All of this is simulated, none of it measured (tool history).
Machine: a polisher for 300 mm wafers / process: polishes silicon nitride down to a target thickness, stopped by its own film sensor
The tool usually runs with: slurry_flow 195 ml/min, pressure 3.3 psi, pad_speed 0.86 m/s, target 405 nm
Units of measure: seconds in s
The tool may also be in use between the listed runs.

run	day	slurry_flow	pressure	pad_speed	target	incoming thickness of the incoming film, nm	seconds
1	0.000	195	3.3	0.86	405	550.9	110.1
2	1.267	195	3.3	0.86	405	551.0	109.1
3	2.479	195	3.3	0.86	405	552.8	110.1
4	6.521	215	3.3	0.68	405	550.4	133.1
# day 7.138: worn pad replaced by a new one
5	7.500	195	3.3	0.86	405	543.6	105.0
6	8.725	195	3.3	0.86	405	550.8	110.6
7	9.771	195	3.3	0.86	405	552.2	113.5
8	10.575	170	3.3	0.86	405	545.0	107.2
9	11.408	170	3.3	0.86	405	548.3	111.0
10	12.688	170	3.3	0.86	405	556.5	119.9
11	13.688	195	3.3	0.86	405	548.7	108.8
12	14.633	195	3.3	0.86	405	556.6	118.0
# day 16.154: worn pad replaced by a new one
13	16.175	195	3.3	0.86	405	552.7	112.3
14	16.667	195	3.3	0.86	405	548.1	111.0
15	17.896	195	3.3	0.86	378	553.4	136.3
16	18.617	195	3.3	0.86	378	546.4	130.7
17	19.604	195	3.3	0.86	378	543.5	128.2
18	20.896	195	3.3	0.86	405	546.8	112.1
19	21.896	215	4.3	1.00	405	553.7	80.0
20	22.571	195	4.2	0.86	368	543.0	110.0
21	23.429	160	3.3	0.86	405	553.7	120.9
22	24.058	160	3.3	0.86	405	545.9	116.1
23	24.942	255	2.8	1.14	386	545.5	115.2
# day 25.667: worn pad replaced by a new one
24	26.350	230	3.3	0.66	405	545.4	138.2
25	27.208	165	2.8	0.74	384	552.4	193.7
# day 27.583: slurry nozzle cleaned
26	28.608	150	3.8	0.72	451	540.1	69.4
27	29.917	195	3.3	0.74	405	546.2	119.4
28	30.979	195	3.3	1.14	405	544.0	83.2
29	32.196	215	4.3	1.00	405	546.4	70.1
30	33.550	195	3.3	0.74	405	554.4	123.0
# day 34.892: head pressure recalibrated
31	35.025	250	2.8	0.86	405	552.2	126.4
# day 36.362: worn pad replaced by a new one
32	36.383	195	3.3	0.74	405	546.1	121.4
33	37.217	155	3.3	1.16	405	546.7	87.6
34	38.462	195	2.3	0.86	405	548.3	154.4
35	41.592	170	4.0	0.86	425	547.0	78.5
36	42.600	195	2.9	0.98	405	551.3	110.3
37	43.842	195	2.8	0.86	405	557.5	137.8
# day 45.112: worn pad replaced by a new one
38	45.325	140	3.7	1.10	366	547.1	104.5

Consider 3 possible next runs. They are alternatives, not a sequence: every one starts from the tool as it was left by run 38. What does each give?
A	45.346	195	3.3	0.86	405	543.3	?
B	45.346	150	4.0	0.58	435	543.3	?
C	45.346	245	3.3	0.86	386	543.3	?

run	seconds
A	104.8
B	95.9
C	116.2
What these runs would have given with no unlogged condition in the tool:
run	seconds
A	103.1
B	94.0
C	114.6
